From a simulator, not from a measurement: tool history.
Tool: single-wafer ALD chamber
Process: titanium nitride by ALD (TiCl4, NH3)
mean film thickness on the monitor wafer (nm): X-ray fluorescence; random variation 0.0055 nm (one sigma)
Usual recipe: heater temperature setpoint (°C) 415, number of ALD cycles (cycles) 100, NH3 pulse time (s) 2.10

| run | hour | heater temperature setpoint (°C) | number of ALD cycles (cycles) | NH3 pulse time (s) | read-back reference wafer on the same gauge, thickness_nm | mean film thickness on the monitor wafer (nm) |
|---|---|---|---|---|---|---|
| 1 | 0.0 | 415 | 100 | 2.37 | 2.114 | 2.184 |
| 2 | 58.3 | 415 | 100 | 2.10 | 2.113 | 2.170 |
| 3 | 96.2 | 415 | 100 | 2.10 | 2.113 | 2.172 |
| 4 | 124.0 | 415 | 100 | 2.10 | 2.111 | 2.168 |
| 5 | 160.2 | 415 | 100 | 2.10 | 2.112 | 2.183 |
| 6 | 204.1 | 415 | 100 | 2.10 | 2.110 | 2.167 |
| 7 | 248.5 | 415 | 100 | 2.10 | 2.109 | 2.185 |
| 8 | 300.1 | 415 | 100 | 2.10 | 2.108 | 2.170 |
| 9 | 364.9 | 406 | 100 | 2.10 | 2.106 | 2.164 |
| 10 | 422.0 | 415 | 104 | 2.10 | 2.104 | 2.258 |
| 11 | 486.4 | 421 | 100 | 1.48 | 2.103 | 2.138 |
| 12 | 535.7 | 421 | 100 | 1.48 | 2.103 | 2.145 |
| 13 | 601.6 | 415 | 100 | 2.10 | 2.100 | 2.154 |
| 14 | 635.4 | 415 | 100 | 2.10 | 2.101 | 2.161 |
| 15 | 673.8 | 415 | 100 | 2.10 | 2.097 | 2.166 |
| 16 | 722.3 | 415 | 100 | 2.10 | 2.099 | 2.163 |
|  | 795.0 | thermocouple changed; heater temperature recalibrated |
| 17 | 885.1 | 415 | 100 | 2.10 | 2.091 | 2.153 |
| 18 | 943.8 | 415 | 100 | 1.93 | 2.091 | 2.149 |
| 19 | 969.6 | 415 | 100 | 1.93 | 2.090 | 2.134 |
| 20 | 1017.0 | 415 | 100 | 2.10 | 2.087 | 2.155 |

Run 21 has not been measured yet. What should we expect?
| 21 | 1080.2 | 421 | 86 | 2.70 | ? | ? |

For run 21 the tool returned read-back reference wafer on the same gauge, thickness_nm 2.086, mean film thickness on the monitor wafer (nm) 1.876.
Minus the tool's unlogged condition, the same run would have read mean film thickness on the monitor wafer (nm) 1.905.
